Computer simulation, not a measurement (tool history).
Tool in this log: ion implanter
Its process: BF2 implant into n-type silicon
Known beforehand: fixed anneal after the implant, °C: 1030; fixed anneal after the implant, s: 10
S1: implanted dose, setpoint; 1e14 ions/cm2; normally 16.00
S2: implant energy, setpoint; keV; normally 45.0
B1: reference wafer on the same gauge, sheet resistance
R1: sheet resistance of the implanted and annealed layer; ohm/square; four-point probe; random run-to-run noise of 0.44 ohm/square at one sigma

{"run": 1, "hour": 0.0, "S1": 16.0, "S2": 33.0, "B1": 101.01, "R1": 133.14}
{"run": 2, "hour": 72.1, "S1": 16.0, "S2": 33.0, "B1": 101.04, "R1": 132.46}
{"run": 3, "hour": 159.7, "S1": 16.0, "S2": 33.0, "B1": 101.18, "R1": 132.9}
{"run": 4, "hour": 240.7, "S1": 14.01, "S2": 51.5, "B1": 100.88, "R1": 114.45}
{"run": 5, "hour": 290.8, "S1": 14.01, "S2": 51.5, "B1": 101.09, "R1": 114.98}
{"run": 6, "hour": 397.3, "S1": 16.0, "S2": 41.5, "B1": 100.95, "R1": 119.79}
{"run": 7, "hour": 445.2, "S1": 16.0, "S2": 45.0, "B1": 100.99, "R1": 115.3}
{"run": 8, "hour": 500.2, "S1": 16.0, "S2": 45.0, "B1": 100.9, "R1": 114.65}
{"run": 9, "hour": 580.2, "S1": 16.0, "S2": 45.0, "B1": 101.06, "R1": 114.5}
{"run": 10, "hour": 659.9, "S1": 16.0, "S2": 45.0, "B1": 100.81, "R1": 115.46}
{"hour": 685.8, "done": "gauge calibrated"}
{"run": 11, "hour": 744.3, "S1": 18.22, "S2": 45.0, "B1": 100.93, "R1": 112.16}
{"run": 12, "hour": 787.8, "S1": 18.22, "S2": 45.0, "B1": 100.96, "R1": 112.37}
{"run": 13, "hour": 863.0, "S1": 11.49, "S2": 56.5, "B1": 100.99, "R1": 124.76}
{"run": 14, "hour": 951.8, "S1": 16.0, "S2": 45.0, "B1": 101.03, "R1": 115.49}
{"hour": 990.5, "done": "Faraday cup replaced and dose calibrated"}
{"run": 15, "hour": 1048.7, "S1": 16.0, "S2": 45.0, "B1": 100.85, "R1": 115.8}
{"hour": 1060.5, "done": "extraction supply calibrated"}
{"run": 16, "hour": 1094.0, "S1": 18.89, "S2": 45.0, "B1": 101.03, "R1": 111.01}
{"run": 17, "hour": 1164.2, "S1": 16.0, "S2": 45.0, "B1": 101.08, "R1": 115.31}
{"run": 18, "hour": 1231.6, "S1": 19.89, "S2": 58.0, "B1": 100.96, "R1": 97.43}
{"run": 19, "hour": 1290.3, "S1": 19.11, "S2": 45.0, "B1": 101.12, "R1": 111.88}
{"run": 20, "hour": 1328.6, "S1": 18.94, "S2": 34.5, "B1": 100.98, "R1": 127.45}
{"run": 21, "hour": 1475.7, "S1": 12.86, "S2": 57.5, "B1": 101.03, "R1": 115.5}
{"run": 22, "hour": 1621.7, "S1": 19.16, "S2": 56.5, "B1": 101.01, "R1": 98.98}
{"hour": 1647.2, "done": "gauge calibrated"}
{"run": 23, "hour": 1699.1, "S1": 13.63, "S2": 50.0, "B1": 101.01, "R1": 117.74}
{"run": 24, "hour": 1778.4, "S1": 16.0, "S2": 45.0, "B1": 101.09, "R1": 115.48}

4 ways to go on from here, each from the tool as it stands after run 24. What would each give?
{"run": "A", "hour": 1778.8, "S1": 16.0, "S2": 39.5, "B1": "?", "R1": "?"}
{"run": "B", "hour": 1778.8, "S1": 17.84, "S2": 38.5, "B1": "?", "R1": "?"}
{"run": "C", "hour": 1778.8, "S1": 14.31, "S2": 57.5, "B1": "?", "R1": "?"}
{"run": "D", "hour": 1778.8, "S1": 19.63, "S2": 40.0, "B1": "?", "R1": "?"}

run=A B1=100.89 R1=123.19
run=B B1=100.89 R1=122.07
run=C B1=100.89 R1=110.20
run=D B1=100.89 R1=118.11
Without the tool's hidden state the same runs would have given:
run=A R1=123.19
run=B R1=122.07
run=C R1=110.20
run=D R1=118.11

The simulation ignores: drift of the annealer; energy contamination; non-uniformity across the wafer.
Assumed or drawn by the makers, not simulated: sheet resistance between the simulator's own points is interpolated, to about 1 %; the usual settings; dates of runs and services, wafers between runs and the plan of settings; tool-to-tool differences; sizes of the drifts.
